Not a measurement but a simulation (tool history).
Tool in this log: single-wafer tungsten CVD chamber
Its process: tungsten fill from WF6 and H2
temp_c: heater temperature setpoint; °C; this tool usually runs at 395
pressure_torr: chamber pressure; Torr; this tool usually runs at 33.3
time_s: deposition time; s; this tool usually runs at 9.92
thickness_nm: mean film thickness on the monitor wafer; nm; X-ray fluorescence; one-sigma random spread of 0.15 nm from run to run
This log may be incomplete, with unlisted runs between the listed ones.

| run | hour | temp_c | pressure_torr | time_s | read-back reference wafer on the same gauge, thickness_nm | thickness_nm |
|---|---|---|---|---|---|---|
| 1 | 0 | 395 | 33.3 | 9.92 | 31.007 | 26.132 |
| 2 | 26.5 | 395 | 33.3 | 9.92 | 30.971 | 26.45 |
| 3 | 196.3 | 395 | 33.3 | 11.23 | 30.956 | 29.825 |
| 4 | 236.5 | 395 | 33.3 | 11.23 | 30.974 | 29.79 |
| 5 | 280.5 | 395 | 33.3 | 11.23 | 30.973 | 29.738 |
| 6 | 321 | 395 | 31.6 | 11.32 | 30.936 | 29.085 |
| 7 | 387 | 395 | 31.6 | 11.32 | 31.048 | 29.271 |
|  | 404.3 | capacitance manometer re-zeroed and calibrated |
| 8 | 434.5 | 395 | 30.9 | 9.92 | 31.083 | 25.42 |
| 9 | 484.3 | 395 | 33.3 | 10.89 | 31.003 | 28.63 |
|  | 538.7 | thermocouple changed; heater temperature recalibrated |
| 10 | 544.2 | 395 | 31.6 | 11.32 | 30.951 | 31.719 |
| 11 | 696.9 | 395 | 31.6 | 11.32 | 30.998 | 31.078 |
|  | 742.8 | gauge calibrated |
|  | 763 | showerhead replaced |
| 12 | 785.3 | 395 | 29.2 | 9.92 | 31 | 26.049 |
| 13 | 837.8 | 395 | 36.5 | 11.73 | 30.976 | 33.65 |
| 14 | 865.5 | 395 | 38.7 | 9.92 | 30.984 | 29.444 |
| 15 | 890.6 | 395 | 33.3 | 11.22 | 31.012 | 31.236 |
| 16 | 928.5 | 408 | 38.8 | 10.66 | 31.035 | 38.475 |
| 17 | 972 | 405 | 33.3 | 9.92 | 30.963 | 32.138 |

Branching from run 17: 3 alternative next runs. What would each branch give?
| A | 972.4 | 395 | 33.3 | 9.92 | ? | ? |
| B | 972.4 | 388 | 33.3 | 8 | ? | ? |
| C | 972.4 | 407 | 35.8 | 8.36 | ? | ? |

| run | read-back reference wafer on the same gauge, thickness_nm | thickness_nm |
|---|---|---|
| A | 31.044 | 27.353 |
| B | 31.044 | 19.558 |
| C | 31.044 | 28.838 |
Without the tool's hidden state the same runs would have given:
| run | thickness_nm |
|---|---|
| A | 28.705 |
| B | 20.567 |
| C | 30.166 |
